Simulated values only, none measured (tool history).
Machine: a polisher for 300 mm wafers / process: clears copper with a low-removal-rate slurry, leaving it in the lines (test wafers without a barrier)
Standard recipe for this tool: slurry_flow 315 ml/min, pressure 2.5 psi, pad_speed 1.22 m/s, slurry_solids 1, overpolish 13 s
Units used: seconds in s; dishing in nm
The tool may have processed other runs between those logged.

run	hour	slurry_flow	pressure	pad_speed	slurry_solids	overpolish	wafers since the last listed run	wafers polished on this pad	hours since the slurry nozzle was cleaned	hours since the head pressure was calibrated	hours since the slurry blender was calibrated	incoming thickness of the incoming film, nm	seconds	dishing
1	0	315	1.8	1.22	1	11	0	1097	21.6	331.8	149.6	231	119.8	15.9
2	35.4	315	2.5	1.22	1	13	407	1505	57	367.2	185	238.2	91.4	24
3	84.1	315	2.5	1.22	1	13	560	2065	105.7	415.9	233.7	233.5	90.1	24.3
# hour 115.4: head pressure recalibrated
4	143.4	315	2.5	1.22	1	13	659	2725	165	28	293	236.7	94.6	24.1
5	192.1	315	2.5	1.22	1	17	560	3285	213.7	76.7	341.7	234.9	92.1	30.5
# hour 250.5: slurry blender recalibrated
6	251.2	315	2.5	1.22	1	13	657	3942	272.8	135.8	0.7	232.5	92.4	23.7
7	275.5	315	2.5	1.22	1	13	279	4222	297.1	160.1	25	238.4	96.3	23.5
8	338.5	315	2.5	1.22	1	13	724	4947	360.1	223.1	88	237.9	96.9	23.4
# hour 378.2: worn pad replaced by a new one
9	407.5	230	2.8	1.48	1	7	747	336	429.1	292.1	157	236.5	64.3	19
10	441.2	315	2.5	1.22	0.85	21	387	724	462.8	325.8	190.7	237.1	92	37.4
# hour 443.7: slurry nozzle cleaned
11	514.5	275	2.5	1.22	1	19	831	1556	70.8	399.1	264	234.5	90.4	33.9
# hour 543: head pressure recalibrated
12	548.9	315	2.5	1.22	1	13	372	1929	105.2	5.9	298.4	238.2	93.1	24
13	598.1	405	2.5	1.22	1	13	566	2495	154.4	55.1	347.6	231.6	87.7	24
14	710	410	2.5	1.22	0.85	6	1287	3783	266.3	167	459.5	233.8	99	11.3
# hour 736: slurry blender recalibrated
15	778.1	315	2.5	1.22	1	13	760	4543	334.4	235.1	42.1	238.1	94.5	23.3
16	827.5	235	2.5	1.22	1	5	568	5112	383.8	284.5	91.5	235.5	96.3	9.2
# hour 848.9: slurry nozzle cleaned
# hour 849.5: worn pad replaced by a new one
17	858.4	315	2.5	1.22	1	13	336	102	9.5	315.4	122.4	236.2	86.3	26.7
18	903.6	315	2.5	1.22	1	13	520	622	54.7	360.6	167.6	237.5	89.1	25
19	939.2	315	2.5	1.44	1	13	409	1031	90.3	396.2	203.2	232.1	73.9	28.9
# hour 987: head pressure recalibrated
20	1025.2	315	2.5	1.22	1	20	966	1998	176.3	38.2	289.2	234.2	90	36.4
21	1060.5	315	2.5	1.22	1	13	406	2404	211.6	73.5	324.5	234	93	23.7
22	1103.9	395	2.5	1.22	1	10	499	2904	255	116.9	367.9	232.2	89.5	18.9
23	1133.2	315	2.5	1.22	1	13	337	3241	284.3	146.2	397.2	235.9	93	23.7
24	1171.2	315	2.5	1.22	0.9	17	437	3678	322.3	184.2	435.2	231.4	95.1	29.3
25	1211	315	2.8	1.22	1	6	457	4136	362.1	224	475	234.6	84.7	12.4
# hour 1220.4: slurry blender recalibrated
# hour 1232.3: slurry nozzle cleaned
# hour 1245.7: worn pad replaced by a new one
26	1278.3	380	2.5	1.52	1.2	18	693	375	46	291.3	57.9	237.3	63	44.3
27	1377.7	315	2.5	1.22	1	13	1143	1519	145.4	390.7	157.3	238.6	93	23.9

Estimate the outcome of run 28 from the log above:
# hour 1403.8: head pressure recalibrated
28	1421.1	385	2.5	1.22	1.3	16	476	1995	188.8	17.3	200.7	234	?	?

{"run 28": {"seconds": 81.9, "dishing": 31.1}}
With the hidden condition absent and the run-to-run variation left alone, this run would have shown seconds 73.3 s, dishing 34.4 nm.

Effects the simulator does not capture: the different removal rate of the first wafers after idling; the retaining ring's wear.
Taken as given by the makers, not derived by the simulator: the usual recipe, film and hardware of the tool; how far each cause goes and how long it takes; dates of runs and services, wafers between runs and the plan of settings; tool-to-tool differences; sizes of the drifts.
